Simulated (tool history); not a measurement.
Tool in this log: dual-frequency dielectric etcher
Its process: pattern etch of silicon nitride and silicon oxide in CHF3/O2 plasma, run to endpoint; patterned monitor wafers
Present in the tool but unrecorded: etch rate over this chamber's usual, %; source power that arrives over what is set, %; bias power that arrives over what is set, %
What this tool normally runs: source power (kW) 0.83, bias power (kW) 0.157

run	hour	source power (kW)	bias power (kW)	wafers since the last listed run	hours since the last wet clean	hours since the last source power generator calibration	hours since the last bias power generator calibration	hours since the last upper electrode change	incoming incoming film thickness, nm	endpoint time (s)
1	0	0.83	0.157	0	358.5	1223.9	3096.5	3882.3	246.1	140.2
2	32.3	0.83	0.14	300	390.8	1256.2	3128.8	3914.6	246.9	145.5
3	103.6	0.83	0.133	664	462.1	1327.5	3200.1	3985.9	244.2	143.3
# hour 170.4: wet clean of the chamber
4	171.8	0.83	0.133	411	1.4	1395.7	3268.3	4054.1	245.5	152.3
5	206.2	0.68	0.157	320	35.8	1430.1	3302.7	4088.5	248.1	163.1
6	270.4	0.83	0.175	597	100	1494.3	3366.9	4152.7	247.5	140.1
7	322.3	0.83	0.175	483	151.9	1546.2	3418.8	4204.6	244.7	138.7
8	392.4	0.83	0.175	652	222	1616.3	3488.9	4274.7	247	137.6
9	436.1	0.98	0.143	407	265.7	1660	3532.6	4318.4	248.3	135.1
10	492.5	0.98	0.143	525	322.1	1716.4	3589	4374.8	246.2	131
# hour 544.7: upper electrode replaced, of another model than before
11	545.2	0.98	0.143	267	374.8	1769.1	3641.7	0.5	246.2	128.4
12	550.7	0.83	0.157	51	380.3	1774.6	3647.2	6	243.7	139.7
13	587.4	0.83	0.157	341	417	1811.3	3683.9	42.7	246	141.7
# hour 625.3: source power generator calibrated
14	635.3	0.83	0.157	408	464.9	10	3731.8	90.6	247	139.5
15	668.8	0.75	0.196	312	498.4	43.5	3765.3	124.1	247.4	147.8
16	739	0.97	0.157	653	568.6	113.7	3835.5	194.3	246.2	123.9
# hour 775.1: wet clean of the chamber
17	792.3	0.95	0.13	272	17.2	167	3888.8	247.6	244.8	135
18	836.2	0.7	0.157	408	61.1	210.9	3932.7	291.5	245.5	166.4
19	876.9	1	0.125	379	101.8	251.6	3973.4	332.2	245.1	130.8
20	981.9	0.97	0.172	977	206.8	356.6	4078.4	437.2	244	123.8
21	1009	0.83	0.141	252	233.9	383.7	4105.5	464.3	242.7	141.3
22	1076.1	0.83	0.157	624	301	450.8	4172.6	531.4	245.3	142.3
# hour 1094.7: bias power generator calibrated
23	1137.6	0.83	0.157	535	362.5	512.3	42.9	592.9	244.4	139.3
24	1198.4	0.83	0.179	566	423.3	573.1	103.7	653.7	246.9	136.4
# hour 1251.6: wet clean of the chamber
25	1252.1	0.89	0.182	276	0.5	626.8	157.4	707.4	247.6	134.7
26	1307	1.01	0.173	511	55.4	681.7	212.3	762.3	245.3	124.3
27	1336.9	0.93	0.189	278	85.3	711.6	242.2	792.2	245.7	128.8
28	1390.1	0.76	0.12	495	138.5	764.8	295.4	845.4	245.7	161.6
29	1418.3	0.83	0.157	262	166.7	793	323.6	873.6	248.1	145.7

Hidden state, per run?
source power that arrives over what is set, %: 0 in every run
bias power that arrives over what is set, %: 0 in every run
H1: etch rate over this chamber's usual, %
run	H1
1	3.5
2	3.75
3	4.29
4	-0.467
5	-0.207
6	0.279
7	0.672
8	1.2
9	1.53
10	1.96
11	2.36
12	2.4
13	2.68
14	3.04
15	3.3
16	3.83
17	0.86
18	1.19
19	1.5
20	2.3
21	2.5
22	3.01
23	3.47
24	3.93
25	-0.108
26	0.307
27	0.534
28	0.936
29	1.15

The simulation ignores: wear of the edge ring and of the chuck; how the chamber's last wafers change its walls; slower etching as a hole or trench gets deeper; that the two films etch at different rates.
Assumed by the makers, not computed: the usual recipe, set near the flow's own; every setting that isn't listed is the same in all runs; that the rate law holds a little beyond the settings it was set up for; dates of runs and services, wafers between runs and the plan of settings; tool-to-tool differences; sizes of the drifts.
